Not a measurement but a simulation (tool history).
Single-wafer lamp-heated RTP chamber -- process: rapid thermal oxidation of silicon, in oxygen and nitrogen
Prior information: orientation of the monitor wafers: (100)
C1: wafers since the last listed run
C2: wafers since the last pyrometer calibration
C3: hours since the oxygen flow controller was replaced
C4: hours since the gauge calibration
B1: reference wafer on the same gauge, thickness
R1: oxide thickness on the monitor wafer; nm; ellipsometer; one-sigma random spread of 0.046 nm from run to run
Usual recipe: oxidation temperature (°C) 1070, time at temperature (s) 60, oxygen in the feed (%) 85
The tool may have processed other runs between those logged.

{"run": 1, "hour": 0.0, "oxidation temperature (°C)": 1070, "time at temperature (s)": 60, "oxygen in the feed (%)": 85, "C1": 0, "C2": 646, "C3": 5126.2, "C4": 7.9, "B1": 8.948, "R1": 8.939}
{"run": 2, "hour": 17.7, "oxidation temperature (°C)": 1070, "time at temperature (s)": 60, "oxygen in the feed (%)": 85, "C1": 294, "C2": 940, "C3": 5143.9, "C4": 25.6, "B1": 8.923, "R1": 8.91}
{"run": 3, "hour": 47.1, "oxidation temperature (°C)": 1070, "time at temperature (s)": 60, "oxygen in the feed (%)": 85, "C1": 488, "C2": 1429, "C3": 5173.3, "C4": 55, "B1": 8.936, "R1": 8.908}
{"run": 4, "hour": 64.1, "oxidation temperature (°C)": 1094, "time at temperature (s)": 60, "oxygen in the feed (%)": 85, "C1": 282, "C2": 1711, "C3": 5190.3, "C4": 72, "B1": 8.933, "R1": 10.421}
{"run": 5, "hour": 95.9, "oxidation temperature (°C)": 1070, "time at temperature (s)": 60, "oxygen in the feed (%)": 85, "C1": 528, "C2": 2240, "C3": 5222.1, "C4": 103.8, "B1": 8.948, "R1": 8.87}
{"run": 6, "hour": 108.8, "oxidation temperature (°C)": 1070, "time at temperature (s)": 60, "oxygen in the feed (%)": 85, "C1": 214, "C2": 2454, "C3": 5235, "C4": 116.7, "B1": 8.945, "R1": 8.855}
{"run": 7, "hour": 131.7, "oxidation temperature (°C)": 1070, "time at temperature (s)": 60, "oxygen in the feed (%)": 85, "C1": 380, "C2": 2835, "C3": 5257.9, "C4": 139.6, "B1": 8.942, "R1": 8.885}
{"run": 8, "hour": 144.7, "oxidation temperature (°C)": 1070, "time at temperature (s)": 60, "oxygen in the feed (%)": 85, "C1": 216, "C2": 3051, "C3": 5270.9, "C4": 152.6, "B1": 8.948, "R1": 8.842}
{"run": 9, "hour": 169.5, "oxidation temperature (°C)": 1070, "time at temperature (s)": 60, "oxygen in the feed (%)": 85, "C1": 412, "C2": 3464, "C3": 5295.7, "C4": 177.4, "B1": 8.953, "R1": 8.961}
{"run": 10, "hour": 258.8, "oxidation temperature (°C)": 1070, "time at temperature (s)": 69, "oxygen in the feed (%)": 98, "C1": 1484, "C2": 4948, "C3": 5385, "C4": 266.7, "B1": 8.943, "R1": 10.015}
{"run": 11, "hour": 280.0, "oxidation temperature (°C)": 1070, "time at temperature (s)": 69, "oxygen in the feed (%)": 98, "C1": 352, "C2": 5301, "C3": 5406.2, "C4": 287.9, "B1": 8.936, "R1": 10.029}
{"hour": 318.4, "done": "oxygen flow controller replaced"}
{"run": 12, "hour": 318.9, "oxidation temperature (°C)": 1070, "time at temperature (s)": 69, "oxygen in the feed (%)": 98, "C1": 513, "C2": 5814, "C3": 0.5, "C4": 326.8, "B1": 8.931, "R1": 9.942}
{"run": 13, "hour": 341.3, "oxidation temperature (°C)": 1070, "time at temperature (s)": 60, "oxygen in the feed (%)": 85, "C1": 372, "C2": 6187, "C3": 22.9, "C4": 349.2, "B1": 8.934, "R1": 8.812}
{"run": 14, "hour": 355.8, "oxidation temperature (°C)": 1086, "time at temperature (s)": 60, "oxygen in the feed (%)": 85, "C1": 241, "C2": 6428, "C3": 37.4, "C4": 363.7, "B1": 8.935, "R1": 9.908}
{"run": 15, "hour": 389.6, "oxidation temperature (°C)": 1070, "time at temperature (s)": 60, "oxygen in the feed (%)": 85, "C1": 561, "C2": 6990, "C3": 71.2, "C4": 397.5, "B1": 8.923, "R1": 8.849}
{"hour": 404.6, "done": "pyrometer window cleaned and pyrometer calibrated"}
{"run": 16, "hour": 420.8, "oxidation temperature (°C)": 1070, "time at temperature (s)": 60, "oxygen in the feed (%)": 85, "C1": 385, "C2": 268, "C3": 102.4, "C4": 428.7, "B1": 8.933, "R1": 8.856}
{"run": 17, "hour": 433.3, "oxidation temperature (°C)": 1058, "time at temperature (s)": 60, "oxygen in the feed (%)": 85, "C1": 207, "C2": 476, "C3": 114.9, "C4": 441.2, "B1": 8.932, "R1": 8.143}
{"run": 18, "hour": 455.8, "oxidation temperature (°C)": 1070, "time at temperature (s)": 60, "oxygen in the feed (%)": 85, "C1": 374, "C2": 850, "C3": 137.4, "C4": 463.7, "B1": 8.939, "R1": 8.843}
{"run": 19, "hour": 480.3, "oxidation temperature (°C)": 1070, "time at temperature (s)": 86, "oxygen in the feed (%)": 85, "C1": 407, "C2": 1258, "C3": 161.9, "C4": 488.2, "B1": 8.953, "R1": 10.528}
{"run": 20, "hour": 501.2, "oxidation temperature (°C)": 1086, "time at temperature (s)": 60, "oxygen in the feed (%)": 97, "C1": 347, "C2": 1605, "C3": 182.8, "C4": 509.1, "B1": 8.953, "R1": 10.436}
{"hour": 509.3, "done": "gauge calibrated"}
{"run": 21, "hour": 535.3, "oxidation temperature (°C)": 1088, "time at temperature (s)": 41, "oxygen in the feed (%)": 98, "C1": 566, "C2": 2172, "C3": 216.9, "C4": 26, "B1": 8.954, "R1": 8.882}
{"run": 22, "hour": 562.0, "oxidation temperature (°C)": 1070, "time at temperature (s)": 78, "oxygen in the feed (%)": 85, "C1": 443, "C2": 2616, "C3": 243.6, "C4": 52.7, "B1": 8.942, "R1": 10.016}
{"run": 23, "hour": 579.7, "oxidation temperature (°C)": 1098, "time at temperature (s)": 60, "oxygen in the feed (%)": 85, "C1": 294, "C2": 2910, "C3": 261.3, "C4": 70.4, "B1": 8.944, "R1": 10.679}
{"run": 24, "hour": 597.3, "oxidation temperature (°C)": 1070, "time at temperature (s)": 60, "oxygen in the feed (%)": 85, "C1": 292, "C2": 3203, "C3": 278.9, "C4": 88, "B1": 8.932, "R1": 8.973}
{"run": 25, "hour": 614.5, "oxidation temperature (°C)": 1070, "time at temperature (s)": 78, "oxygen in the feed (%)": 85, "C1": 285, "C2": 3489, "C3": 296.1, "C4": 105.2, "B1": 8.944, "R1": 10.039}
{"run": 26, "hour": 644.1, "oxidation temperature (°C)": 1091, "time at temperature (s)": 49, "oxygen in the feed (%)": 98, "C1": 492, "C2": 3981, "C3": 325.7, "C4": 134.8, "B1": 8.933, "R1": 9.872}
{"run": 27, "hour": 678.9, "oxidation temperature (°C)": 1051, "time at temperature (s)": 50, "oxygen in the feed (%)": 61, "C1": 578, "C2": 4560, "C3": 360.5, "C4": 169.6, "B1": 8.939, "R1": 6.436}
{"run": 28, "hour": 694.3, "oxidation temperature (°C)": 1048, "time at temperature (s)": 49, "oxygen in the feed (%)": 66, "C1": 256, "C2": 4816, "C3": 375.9, "C4": 185, "B1": 8.952, "R1": 6.484}
{"run": 29, "hour": 707.4, "oxidation temperature (°C)": 1070, "time at temperature (s)": 60, "oxygen in the feed (%)": 75, "C1": 217, "C2": 5033, "C3": 389, "C4": 198.1, "B1": 8.947, "R1": 8.552}
{"run": 30, "hour": 731.0, "oxidation temperature (°C)": 1070, "time at temperature (s)": 49, "oxygen in the feed (%)": 85, "C1": 392, "C2": 5426, "C3": 412.6, "C4": 221.7, "B1": 8.94, "R1": 8.089}
{"run": 31, "hour": 744.5, "oxidation temperature (°C)": 1070, "time at temperature (s)": 60, "oxygen in the feed (%)": 85, "C1": 224, "C2": 5650, "C3": 426.1, "C4": 235.2, "B1": 8.941, "R1": 8.915}
{"run": 32, "hour": 770.9, "oxidation temperature (°C)": 1060, "time at temperature (s)": 60, "oxygen in the feed (%)": 85, "C1": 438, "C2": 6089, "C3": 452.5, "C4": 261.6, "B1": 8.925, "R1": 8.341}
{"run": 33, "hour": 789.1, "oxidation temperature (°C)": 1087, "time at temperature (s)": 60, "oxygen in the feed (%)": 58, "C1": 302, "C2": 6392, "C3": 470.7, "C4": 279.8, "B1": 8.934, "R1": 8.661}
{"run": 34, "hour": 820.8, "oxidation temperature (°C)": 1070, "time at temperature (s)": 77, "oxygen in the feed (%)": 85, "C1": 527, "C2": 6919, "C3": 502.4, "C4": 311.5, "B1": 8.956, "R1": 10.023}
{"run": 35, "hour": 844.5, "oxidation temperature (°C)": 1048, "time at temperature (s)": 83, "oxygen in the feed (%)": 98, "C1": 394, "C2": 7313, "C3": 526.1, "C4": 335.2, "B1": 8.958, "R1": 9.38}
{"hour": 864.2, "done": "pyrometer window cleaned and pyrometer calibrated"}
{"run": 36, "hour": 876.2, "oxidation temperature (°C)": 1087, "time at temperature (s)": 34, "oxygen in the feed (%)": 57, "C1": 394, "C2": 198, "C3": 557.8, "C4": 366.9, "B1": 8.957, "R1": 6.72}

Forecast each of these 3 alternatives for the next run:
{"run": "A", "hour": 876.6, "oxidation temperature (°C)": 1070, "time at temperature (s)": 37, "oxygen in the feed (%)": 85, "C1": 6, "C2": 205, "C3": 558.2, "C4": 367.3, "B1": "?", "R1": "?"}
{"run": "B", "hour": 876.6, "oxidation temperature (°C)": 1070, "time at temperature (s)": 78, "oxygen in the feed (%)": 97, "C1": 6, "C2": 205, "C3": 558.2, "C4": 367.3, "B1": "?", "R1": "?"}
{"run": "C", "hour": 876.6, "oxidation temperature (°C)": 1090, "time at temperature (s)": 37, "oxygen in the feed (%)": 85, "C1": 6, "C2": 205, "C3": 558.2, "C4": 367.3, "B1": "?", "R1": "?"}

run=A B1=8.936 R1=7.196
run=B B1=8.936 R1=10.507
run=C B1=8.936 R1=8.198
Stripped of hidden state, with their random variation kept, the same runs would have yielded:
run=A R1=7.196
run=B R1=10.507
run=C R1=8.198
